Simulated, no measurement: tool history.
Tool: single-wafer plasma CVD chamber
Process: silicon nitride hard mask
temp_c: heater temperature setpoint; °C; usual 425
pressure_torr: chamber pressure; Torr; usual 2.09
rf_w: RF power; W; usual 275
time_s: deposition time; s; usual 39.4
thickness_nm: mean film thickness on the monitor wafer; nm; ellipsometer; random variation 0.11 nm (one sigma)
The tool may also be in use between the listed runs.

run   hour  temp_c  pressure_torr  rf_w  time_s  read-back reference wafer on the same gauge, thickness_nm  thickness_nm
  1      0     425           2.09   275    37.1                                                     46.199        42.782
  2    9.2     425           2.09   275    37.1                                                     46.212        42.667
  3   17.8     417           2.09   275    39.4                                                     46.226        45.518
  4   47.9     417           2.09   275    39.4                                                     46.219        45.098
  5   54.8     425           2.09   275    39.4                                                     46.224         45.24
  6   70.8     425           2.09   275    39.4                                                      46.21        45.038
  7   82.9     425           2.09   275    39.4                                                     46.185        45.033
     139.9  -- thermocouple changed; heater temperature recalibrated
  8  140.4     425           2.09   275    39.4                                                     46.167        44.982
     146.1  -- gauge calibrated
  9  146.2     425           2.09   275    39.4                                                     46.183        44.971
 10  157.1     425           2.09   275    39.4                                                     46.213        44.621
 11  164.5     425           2.09   275    42.2                                                     46.235        48.015
     179.4  -- RF generator calibrated
 12    182     425           2.09   275    39.4                                                     46.241        46.688
 13  190.3     418           2.09   275    39.4                                                     46.239        46.957
 14  199.2     429           2.09   295    39.4                                                     46.207        49.046
 15  210.8     435            2.5   275    35.3                                                     46.249        44.075
     221.3  -- showerhead replaced
     228.6  -- capacitance manometer re-zeroed and calibrated
 16  229.1     433           1.73   315    32.8                                                     46.178        39.563
 17  234.6     433           2.57   230    39.4                                                     46.193        43.548
 18  248.8     413            1.7   325    35.1                                                      46.23        43.572
 19  261.9     425           2.09   275    39.4                                                     46.204        46.779
 20  275.8     425           2.09   275    39.4                                                     46.234        46.782
 21  288.4     425            2.6   275    33.1                                                     46.195        41.909
 22  325.8     425           2.09   275    39.4                                                     46.208        46.788

The same runs without the tool's hidden state, with the same run-to-run variation:
The hidden state here: wafer temperature above the value expected at the setpoint (K); delivered RF power above the setpoint (%); true pressure above the setpoint (%); gauge reads high (%).
run  thickness_nm
  1          44.5
  2        44.413
  3        47.413
  4        47.089
  5        47.265
  6        47.116
  7         47.16
  8        47.346
  9        47.359
 10        47.038
 11         50.65
 12        47.146
 13        47.418
 14         49.52
 15        44.509
 16        39.937
 17        44.014
 18        43.988
 19        47.251
 20        47.258
 21         42.34
 22        47.286
